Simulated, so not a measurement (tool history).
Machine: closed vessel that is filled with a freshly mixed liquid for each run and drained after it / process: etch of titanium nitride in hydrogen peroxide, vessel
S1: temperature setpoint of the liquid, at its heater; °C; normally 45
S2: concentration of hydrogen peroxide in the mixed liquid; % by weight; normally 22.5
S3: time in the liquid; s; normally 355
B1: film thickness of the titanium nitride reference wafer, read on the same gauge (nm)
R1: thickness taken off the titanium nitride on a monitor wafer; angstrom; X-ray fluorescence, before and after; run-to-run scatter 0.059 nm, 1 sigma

{"run": 1, "hour": 0.0, "S1": 45, "S2": 22.5, "S3": 355, "B1": 135.15, "R1": 109.7}
{"run": 2, "hour": 47.3, "S1": 45, "S2": 22.5, "S3": 355, "B1": 135.17, "R1": 109.7}
{"run": 3, "hour": 76.6, "S1": 45, "S2": 22.5, "S3": 355, "B1": 135.25, "R1": 110.1}
{"run": 4, "hour": 112.4, "S1": 45, "S2": 22.5, "S3": 355, "B1": 135.28, "R1": 109.7}
{"run": 5, "hour": 173.8, "S1": 45, "S2": 17.0, "S3": 355, "B1": 135.36, "R1": 103.7}
{"run": 6, "hour": 211.1, "S1": 45, "S2": 22.5, "S3": 355, "B1": 135.39, "R1": 109.4}
{"run": 7, "hour": 262.3, "S1": 45, "S2": 22.5, "S3": 355, "B1": 135.47, "R1": 110.2}
{"run": 8, "hour": 326.1, "S1": 45, "S2": 22.5, "S3": 355, "B1": 135.48, "R1": 109.4}
{"run": 9, "hour": 372.4, "S1": 47, "S2": 22.5, "S3": 355, "B1": 135.48, "R1": 127.6}
{"hour": 385.2, "done": "thermometer replaced"}
{"run": 10, "hour": 415.1, "S1": 47, "S2": 22.5, "S3": 355, "B1": 135.52, "R1": 126.9}
{"hour": 428.4, "done": "gauge calibrated"}
{"run": 11, "hour": 440.9, "S1": 45, "S2": 22.5, "S3": 355, "B1": 130.38, "R1": 105.3}
{"hour": 488.5, "done": "peroxide flow meter replaced"}
{"run": 12, "hour": 508.6, "S1": 45, "S2": 22.5, "S3": 230, "B1": 131.21, "R1": 68.6}

Run 13 has not been measured yet. What should we expect?
{"hour": 523.9, "done": "new drum of peroxide connected"}
{"run": 13, "hour": 673.2, "S1": 45, "S2": 22.5, "S3": 355, "B1": "?", "R1": "?"}

B1: 132.62
R1: 106.4 angstrom
With the hidden condition absent and the run-to-run variation left alone, this run would have shown R1 104.3 angstrom.
